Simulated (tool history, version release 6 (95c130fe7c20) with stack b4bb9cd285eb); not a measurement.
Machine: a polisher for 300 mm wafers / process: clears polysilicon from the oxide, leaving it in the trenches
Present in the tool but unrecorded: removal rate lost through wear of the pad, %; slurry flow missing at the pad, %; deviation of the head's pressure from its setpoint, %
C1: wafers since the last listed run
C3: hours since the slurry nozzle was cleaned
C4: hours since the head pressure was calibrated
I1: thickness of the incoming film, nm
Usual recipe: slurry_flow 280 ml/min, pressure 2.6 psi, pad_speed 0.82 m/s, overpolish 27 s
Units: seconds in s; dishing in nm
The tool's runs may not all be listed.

{"run": 1, "hour": 0.0, "slurry_flow": 280, "pressure": 2.6, "pad_speed": 0.82, "overpolish": 27, "C1": 0, "wafers polished on this pad": 335, "C3": 27.9, "C4": 428, "I1": 355.9, "seconds": 36.2, "dishing": 69.8}
{"hour": 146.8, "done": "slurry nozzle cleaned"}
{"hour": 161.5, "done": "head pressure recalibrated"}
{"hour": 173.7, "done": "worn pad replaced by a new one"}
{"run": 2, "hour": 206.4, "slurry_flow": 280, "pressure": 2.6, "pad_speed": 0.82, "overpolish": 27, "C1": 2380, "wafers polished on this pad": 390, "C3": 59.6, "C4": 44.9, "I1": 352.6, "seconds": 36.9, "dishing": 69.2}
{"run": 3, "hour": 252.7, "slurry_flow": 280, "pressure": 2.6, "pad_speed": 0.82, "overpolish": 27, "C1": 552, "wafers polished on this pad": 943, "C3": 105.9, "C4": 91.2, "I1": 353.4, "seconds": 37, "dishing": 70}
{"run": 4, "hour": 313.6, "slurry_flow": 280, "pressure": 2.6, "pad_speed": 0.82, "overpolish": 27, "C1": 726, "wafers polished on this pad": 1670, "C3": 166.8, "C4": 152.1, "I1": 342.8, "seconds": 34.9, "dishing": 69.3}
{"run": 5, "hour": 349.6, "slurry_flow": 280, "pressure": 2.6, "pad_speed": 0.82, "overpolish": 27, "C1": 429, "wafers polished on this pad": 2100, "C3": 202.8, "C4": 188.1, "I1": 343.6, "seconds": 34.7, "dishing": 70}
{"hour": 369.3, "done": "slurry nozzle cleaned"}
{"hour": 380.5, "done": "worn pad replaced by a new one"}
{"run": 6, "hour": 395.1, "slurry_flow": 280, "pressure": 2.6, "pad_speed": 0.82, "overpolish": 27, "C1": 483, "wafers polished on this pad": 174, "C3": 25.8, "C4": 233.6, "I1": 354.2, "seconds": 35.7, "dishing": 70.4}
{"run": 7, "hour": 465.3, "slurry_flow": 280, "pressure": 2.6, "pad_speed": 0.82, "overpolish": 27, "C1": 837, "wafers polished on this pad": 1012, "C3": 96, "C4": 303.8, "I1": 353, "seconds": 36, "dishing": 69.9}
{"run": 8, "hour": 508.6, "slurry_flow": 280, "pressure": 2.6, "pad_speed": 0.82, "overpolish": 27, "C1": 516, "wafers polished on this pad": 1529, "C3": 139.3, "C4": 347.1, "I1": 352.4, "seconds": 37.1, "dishing": 69.6}
{"run": 9, "hour": 550.6, "slurry_flow": 280, "pressure": 2.6, "pad_speed": 0.82, "overpolish": 27, "C1": 501, "wafers polished on this pad": 2030, "C3": 181.3, "C4": 389.1, "I1": 355.7, "seconds": 37.4, "dishing": 69.5}
{"hour": 556.5, "done": "worn pad replaced by a new one"}
{"hour": 580.7, "done": "slurry nozzle cleaned"}
{"run": 10, "hour": 615.5, "slurry_flow": 280, "pressure": 2.6, "pad_speed": 0.82, "overpolish": 27, "C1": 714, "wafers polished on this pad": 692, "C3": 34.8, "C4": 454, "I1": 350.2, "seconds": 36.2, "dishing": 67}
{"run": 11, "hour": 675.8, "slurry_flow": 360, "pressure": 2.6, "pad_speed": 0.82, "overpolish": 27, "C1": 719, "wafers polished on this pad": 1411, "C3": 95.1, "C4": 514.3, "I1": 355.4, "seconds": 37.7, "dishing": 67.5}
{"run": 12, "hour": 731.3, "slurry_flow": 320, "pressure": 2.6, "pad_speed": 0.82, "overpolish": 22, "C1": 662, "wafers polished on this pad": 2074, "C3": 150.6, "C4": 569.8, "I1": 351.9, "seconds": 35.4, "dishing": 65.2}
{"hour": 743.2, "done": "head pressure recalibrated"}
{"hour": 760.8, "done": "worn pad replaced by a new one"}
{"hour": 788.6, "done": "slurry nozzle cleaned"}
{"run": 13, "hour": 853.7, "slurry_flow": 280, "pressure": 2.6, "pad_speed": 0.62, "overpolish": 27, "C1": 1377, "wafers polished on this pad": 1096, "C3": 65.1, "C4": 110.5, "I1": 348.9, "seconds": 47.7, "dishing": 68.4}
{"run": 14, "hour": 893.9, "slurry_flow": 280, "pressure": 3.5, "pad_speed": 0.7, "overpolish": 27, "C1": 479, "wafers polished on this pad": 1576, "C3": 105.3, "C4": 150.7, "I1": 350.9, "seconds": 31, "dishing": 69.4}
{"run": 15, "hour": 950.6, "slurry_flow": 230, "pressure": 2.6, "pad_speed": 0.82, "overpolish": 27, "C1": 676, "wafers polished on this pad": 2253, "C3": 162, "C4": 207.4, "I1": 348.7, "seconds": 36.6, "dishing": 69.7}
{"hour": 984.1, "done": "worn pad replaced by a new one"}
{"run": 16, "hour": 994.7, "slurry_flow": 280, "pressure": 2.6, "pad_speed": 0.94, "overpolish": 11, "C1": 478, "wafers polished on this pad": 126, "C3": 206.1, "C4": 251.5, "I1": 345.5, "seconds": 30.8, "dishing": 57.6}

Exercise: give the hidden state of the tool at every run:
removal rate lost through wear of the pad, %: 0 in every run
slurry flow missing at the pad, %: 0 in every run
deviation of the head's pressure from its setpoint, %: 0 in every run
